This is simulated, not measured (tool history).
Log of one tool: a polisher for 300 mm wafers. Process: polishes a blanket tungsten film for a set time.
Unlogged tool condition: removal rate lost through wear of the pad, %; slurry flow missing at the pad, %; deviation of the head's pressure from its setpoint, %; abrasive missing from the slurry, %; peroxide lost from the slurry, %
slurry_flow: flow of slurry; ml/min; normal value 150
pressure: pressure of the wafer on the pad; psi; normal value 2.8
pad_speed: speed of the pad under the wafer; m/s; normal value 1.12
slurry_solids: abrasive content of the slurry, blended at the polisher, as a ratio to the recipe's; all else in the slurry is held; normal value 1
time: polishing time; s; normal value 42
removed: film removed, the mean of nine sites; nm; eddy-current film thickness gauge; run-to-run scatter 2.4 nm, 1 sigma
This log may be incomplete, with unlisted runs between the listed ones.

| run | hour | slurry_flow | pressure | pad_speed | slurry_solids | time | wafers since the last listed run | wafers polished on this pad | hours since the slurry nozzle was cleaned | hours since the head pressure was calibrated | hours since the slurry blender was calibrated | hours since the slurry got fresh peroxide | incoming thickness of the incoming film, nm | removed |
|---|---|---|---|---|---|---|---|---|---|---|---|---|---|---|
| 1 | 0 | 150 | 2.8 | 1.12 | 1 | 42 | 0 | 114 | 412.1 | 65.8 | 347 | 51.4 | 1398.7 | 172.3 |
|  | 41.3 | slurry nozzle cleaned |
|  | 46 | slurry blender recalibrated |
| 2 | 54.4 | 150 | 2.8 | 1.12 | 1 | 42 | 480 | 595 | 13.1 | 120.2 | 8.4 | 105.8 | 1409.2 | 174.2 |
| 3 | 100.7 | 150 | 2.8 | 1.12 | 1 | 42 | 432 | 1027 | 59.4 | 166.5 | 54.7 | 152.1 | 1402.9 | 172.5 |
| 4 | 145 | 130 | 3.3 | 1.12 | 1 | 42 | 413 | 1441 | 103.7 | 210.8 | 99 | 196.4 | 1385.9 | 202.7 |
|  | 158.4 | slurry tank refilled with fresh slurry and peroxide |
|  | 170.6 | worn pad replaced by a new one |
| 5 | 177 | 130 | 3.3 | 1.12 | 1 | 42 | 252 | 59 | 135.7 | 242.8 | 131 | 18.6 | 1380.3 | 199.6 |
| 6 | 202.9 | 150 | 2.8 | 1.12 | 1 | 42 | 242 | 302 | 161.6 | 268.7 | 156.9 | 44.5 | 1415.3 | 172.9 |
| 7 | 237.7 | 150 | 2.8 | 1.12 | 1 | 42 | 325 | 627 | 196.4 | 303.5 | 191.7 | 79.3 | 1385.2 | 177 |
| 8 | 294.5 | 150 | 2.8 | 1.12 | 1 | 38 | 530 | 1158 | 253.2 | 360.3 | 248.5 | 136.1 | 1390.8 | 159.3 |
| 9 | 362 | 150 | 2.8 | 1.12 | 1 | 38 | 630 | 1788 | 320.7 | 427.8 | 316 | 203.6 | 1391.7 | 162.8 |
|  | 368 | worn pad replaced by a new one |
|  | 404.1 | slurry tank refilled with fresh slurry and peroxide |
|  | 409.1 | slurry blender recalibrated |
|  | 413.7 | head pressure recalibrated |
|  | 507.4 | slurry nozzle cleaned |
| 10 | 521.4 | 150 | 2.8 | 1.12 | 1 | 42 | 1396 | 1377 | 14 | 107.7 | 112.3 | 117.3 | 1408.7 | 166.5 |
| 11 | 546.1 | 165 | 2.8 | 1.12 | 0.7 | 42 | 230 | 1607 | 38.7 | 132.4 | 137 | 142 | 1390.7 | 155.3 |
|  | 575.8 | worn pad replaced by a new one |
| 12 | 611.1 | 150 | 3.3 | 1.12 | 1 | 42 | 570 | 329 | 103.7 | 197.4 | 202 | 207 | 1406.8 | 201.7 |
|  | 637.8 | slurry tank refilled with fresh slurry and peroxide |
| 13 | 662.5 | 150 | 2.8 | 1.12 | 1 | 42 | 470 | 800 | 155.1 | 248.8 | 253.4 | 24.7 | 1361.6 | 169.7 |
| 14 | 727.4 | 150 | 2.8 | 1.12 | 1 | 42 | 606 | 1407 | 220 | 313.7 | 318.3 | 89.6 | 1376.9 | 172.5 |

Estimate the outcome of run 15 from the log above:
|  | 745.9 | slurry blender recalibrated |
|  | 773 | worn pad replaced by a new one |
| 15 | 782.1 | 105 | 2.8 | 0.78 | 1 | 42 | 455 | 84 | 274.7 | 368.4 | 36.2 | 144.3 | 1403.8 | ? |

{"run 15": {"removed": 119.2}}
Take away the tool's hidden state, keep the run-to-run variation as it was, and the same run would have given removed 115.5 nm.
